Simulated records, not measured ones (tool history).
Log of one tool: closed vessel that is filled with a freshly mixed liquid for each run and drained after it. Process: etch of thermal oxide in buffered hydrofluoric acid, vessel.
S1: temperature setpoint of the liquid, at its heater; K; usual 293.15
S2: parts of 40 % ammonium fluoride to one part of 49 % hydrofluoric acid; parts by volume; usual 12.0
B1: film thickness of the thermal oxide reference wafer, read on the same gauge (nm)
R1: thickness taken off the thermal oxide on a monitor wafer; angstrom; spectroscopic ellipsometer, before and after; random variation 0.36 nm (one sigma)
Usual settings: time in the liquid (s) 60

Run 1, hour 0.0: usual settings; B1 50.02. Result: R1 429.0 angstrom.
Run 2, hour 12.4: usual settings; B1 49.99. Result: R1 429.0 angstrom.
Run 3, hour 28.5: usual settings but S2 13.0 parts by volume; B1 49.98. Result: R1 390.8 angstrom.
Run 4, hour 41.2: usual settings but S2 13.0 parts by volume; B1 50.03. Result: R1 395.9 angstrom.
Run 5, hour 52.2: usual settings but S2 13.0 parts by volume; B1 49.98. Result: R1 394.1 angstrom.
Run 6, hour 67.2: usual settings; B1 50.01. Result: R1 422.9 angstrom.
Run 7, hour 78.0: usual settings; B1 50.01. Result: R1 431.1 angstrom.
Run 8, hour 85.3: usual settings; B1 50.00. Result: R1 428.5 angstrom.
Run 9, hour 94.6: usual settings; B1 49.99. Result: R1 420.6 angstrom.
Run 10, hour 101.7: usual settings; B1 50.01. Result: R1 425.3 angstrom.
Run 11, hour 108.5: usual settings but time in the liquid (s) 35; B1 50.02. Result: R1 251.3 angstrom.
Run 12, hour 115.2: usual settings but time in the liquid (s) 35; B1 50.01. Result: R1 251.5 angstrom.
Run 13, hour 132.2: usual settings but S2 7.5 parts by volume, time in the liquid (s) 80; B1 50.04. Result: R1 889.6 angstrom.
Run 14, hour 141.6: usual settings but S1 296.15 K, time in the liquid (s) 80; B1 49.99. Result: R1 674.1 angstrom.
Run 15, hour 152.5: usual settings but S1 295.15 K; B1 50.01. Result: R1 473.1 angstrom.
Run 16, hour 160.8: usual settings but S2 9.0 parts by volume; B1 50.02. Result: R1 547.9 angstrom.
Run 17, hour 176.3: usual settings; B1 50.01. Result: R1 427.7 angstrom.
Run 18, hour 187.1: usual settings but S2 16.5 parts by volume; B1 50.00. Result: R1 311.3 angstrom.
Run 19, hour 195.6: usual settings; B1 50.00. Result: R1 422.4 angstrom.
Run 20, hour 203.9: usual settings but time in the liquid (s) 45; B1 49.97. Result: R1 321.7 angstrom.
At hour 204.7: gauge calibrated.
At hour 212.2: hydrofluoric acid flow meter replaced.
Run 21, hour 221.3: usual settings but S1 291.65 K, S2 13.5 parts by volume, time in the liquid (s) 35; B1 49.99. Result: R1 204.5 angstrom.
Run 22, hour 235.9: usual settings but S1 290.15 K, S2 10.5 parts by volume, time in the liquid (s) 30; B1 49.99. Result: R1 207.0 angstrom.
At hour 238.0: thermometer replaced.
Run 23, hour 283.1: usual settings; B1 50.00. Result: R1 426.6 angstrom.
Run 24, hour 295.3: usual settings but S1 296.65 K, S2 10.0 parts by volume, time in the liquid (s) 90; B1 49.99. Result: R1 923.1 angstrom.
Run 25, hour 310.4: usual settings; B1 50.01. Result: R1 431.5 angstrom.

Forecast each of these 3 alternatives for the next run:
Run A, hour 311.1: usual settings; B1 ?. Result: R1 ?.
Run B, hour 311.1: usual settings but S1 291.65 K, S2 10.0 parts by volume, time in the liquid (s) 75; B1 ?. Result: R1 ?.
Run C, hour 311.1: usual settings but time in the liquid (s) 30; B1 ?. Result: R1 ?.

run     B1     R1
  A  50.00  426.9
  B  50.00  585.9
  C  50.00  213.4
Without the tool's hidden state the same runs would have given:
run     R1
  A  426.9
  B  585.9
  C  213.4
